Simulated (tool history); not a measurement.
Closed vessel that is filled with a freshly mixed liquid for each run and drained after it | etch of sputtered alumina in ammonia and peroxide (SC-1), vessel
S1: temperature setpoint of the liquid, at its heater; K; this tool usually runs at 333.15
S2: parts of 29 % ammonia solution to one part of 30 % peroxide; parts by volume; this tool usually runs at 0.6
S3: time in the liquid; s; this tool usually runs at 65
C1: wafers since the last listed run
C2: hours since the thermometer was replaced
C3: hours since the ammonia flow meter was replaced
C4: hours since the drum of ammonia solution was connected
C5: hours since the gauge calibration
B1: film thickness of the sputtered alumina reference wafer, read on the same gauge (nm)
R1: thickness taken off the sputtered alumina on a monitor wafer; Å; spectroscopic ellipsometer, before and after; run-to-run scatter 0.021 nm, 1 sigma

run     day      S1    S2  S3     C1      C2      C3     C4      C5      B1    R1
  1       0  333.15  0.45  55      0   802.6    15.1  378.2   778.9  140.01  46.7
  2   2.988  333.15  0.45  55   6628   874.3    86.8  449.9   850.6  140.01  46.7
  3   6.229  333.15  0.45  55   7192   952.1   164.6  527.7   928.4  139.98  46.8
      7.212  -- new drum of ammonia solution connected
  4    10.5  333.15   0.6  45   9383  1054.6   267.1   78.9  1030.9  139.98  39.5
  5  21.375  333.15   0.6  45  24129  1315.6   528.1  339.9  1291.9  139.99  39.7
     30.412  -- new drum of ammonia solution connected
  6  34.808  333.15   0.6  45  29713    1638   850.5  105.5  1614.3  140.02  40.1
     38.904  -- gauge calibrated
  7  39.042  333.15   0.6  65   9392  1739.6   952.1  207.1     3.3  140.01  57.8
     46.521  -- thermometer replaced
  8  49.704  333.15   0.6  90  23565    76.4    1208    463   259.2  140.01  77.1
     50.321  -- new drum of ammonia solution connected
  9  51.329  333.15   0.6  30   3513   115.4    1247   24.2   298.2  139.99  25.6
 10  53.088  333.15   0.8  65   3901   157.6  1289.2   66.4   340.4  139.98  56.9
 11  56.904  333.15   0.5  30   8468   249.2  1380.8    158     432  140.01  25.2
 12  59.167  333.15  0.35  50   5020   303.5  1435.1  212.3   486.3  140.02  41.1
 13  62.717  327.15   0.6  45   7876   388.7  1520.3  297.5   571.5  140.02  28.3
 14  66.958  333.15  0.35  50   9411   490.5  1622.1  399.3   673.3  140.02  40.9
     67.075  -- ammonia flow meter replaced
     67.921  -- new drum of ammonia solution connected
 15  78.779  333.15  0.35  85  26043   774.2   280.9  260.6     957  139.99  69.9
 16  82.725  333.15   0.6  65   8755   868.9   375.6  355.3  1051.7     140  56.7
 17  84.504  333.15   0.6  65   3947   911.6   418.3    398  1094.4  139.99  57.3

The tool's hidden state at each run:
ammonia solution weaker than its label (%): 0 on each run
gauge reads high (%): 0 on each run
H1: liquid hotter than its thermometer reads (K)
H2: ammonia flow below the setpoint (%)
run      H1    H2
  1   0.403  1.37
  2   0.433  1.85
  3   0.467  2.37
  4    0.51  3.06
  5   0.622   4.8
  6    0.76  6.95
  7   0.803  7.63
  8  0.0649  9.34
  9  0.0816   9.6
 10  0.0996  9.88
 11   0.139  10.5
 12   0.162  10.9
 13   0.198  11.4
 14   0.242  12.1
 15   0.363  2.84
 16   0.403  3.47
 17   0.422  3.75
